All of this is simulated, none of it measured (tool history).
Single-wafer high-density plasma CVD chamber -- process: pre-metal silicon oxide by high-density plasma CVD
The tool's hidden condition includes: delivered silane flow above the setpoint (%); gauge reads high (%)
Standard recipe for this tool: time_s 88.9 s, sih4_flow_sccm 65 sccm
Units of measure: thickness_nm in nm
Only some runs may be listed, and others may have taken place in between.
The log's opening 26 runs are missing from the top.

run    hour  time_s  sih4_flow_sccm  wafers since the last listed run  hours since the silane flow controller was replaced  hours since the gauge calibration  read-back reference wafer on the same gauge, thickness_nm  thickness_nm
 27   673.2    88.9              65                               556                                                232.3                              270.0                                                    446.121       539.853
 28   694.8   104.7              65                               420                                                253.9                              291.6                                                    445.936       634.105
 29   724.2    82.8              65                               571                                                283.3                              321.0                                                    445.856       502.657
 30   752.9    97.5              65                               558                                                312.0                              349.7                                                    445.704       593.838
 31   786.1    74.2              61                               645                                                345.2                              382.9                                                    445.988       430.542
 32   819.8    88.9              65                               655                                                378.9                              416.6                                                    445.637       542.864
 33   854.0   104.7              77                               665                                                413.1                              450.8                                                    445.883       722.941
 34   879.5    93.9              58                               495                                                438.6                              476.3                                                    445.796       525.998
 35   906.1    88.9              65                               517                                                465.2                              502.9                                                    446.654       541.865
 36   934.4    88.9              59                               550                                                493.5                              531.2                                                    445.977       503.165
 37   952.1    71.6              72                               344                                                511.2                              548.9                                                    445.967       469.023
 38   977.5   100.8              60                               493                                                536.6                              574.3                                                    446.133       578.114
 39  1010.8    98.7              59                               647                                                569.9                              607.6                                                    446.133       559.244
 40  1043.7    77.1              74                               639                                                602.8                              640.5                                                    445.926       518.880
 41  1062.7   103.8              58                               369                                                621.8                              659.5                                                    445.703       582.369
 42  1081.2    95.7              65                               359                                                640.3                              678.0                                                    446.429       581.889
 43  1111.2    78.0              77                               583                                                670.3                              708.0                                                    446.065       539.988
 44  1127.9    88.9              70                               324                                                687.0                              724.7                                                    446.020       572.094
 45  1162.7    97.8              65                               676                                                721.8                              759.5                                                    446.193       597.171

Forecast each of these 5 alternatives for the next run:
  A  1163.1   101.2              65                                 7                                                722.2                              759.9                                                          ?             ?
  B  1163.1    88.9              74                                 7                                                722.2                              759.9                                                          ?             ?
  C  1163.1    88.9              58                                 7                                                722.2                              759.9                                                          ?             ?
  D  1163.1    72.5              53                                 7                                                722.2                              759.9                                                          ?             ?
  E  1163.1    77.0              58                                 7                                                722.2                              759.9                                                          ?             ?

run  read-back reference wafer on the same gauge, thickness_nm  thickness_nm
  A                                                    445.873       614.309
  B                                                    445.873       594.672
  C                                                    445.873       496.845
  D                                                    445.873       380.257
  E                                                    445.873       430.338
Take away the tool's hidden state, keep each run's random variation, and the runs would have read:
run  thickness_nm
  A       616.929
  B       597.209
  C       498.965
  D       381.879
  E       432.174

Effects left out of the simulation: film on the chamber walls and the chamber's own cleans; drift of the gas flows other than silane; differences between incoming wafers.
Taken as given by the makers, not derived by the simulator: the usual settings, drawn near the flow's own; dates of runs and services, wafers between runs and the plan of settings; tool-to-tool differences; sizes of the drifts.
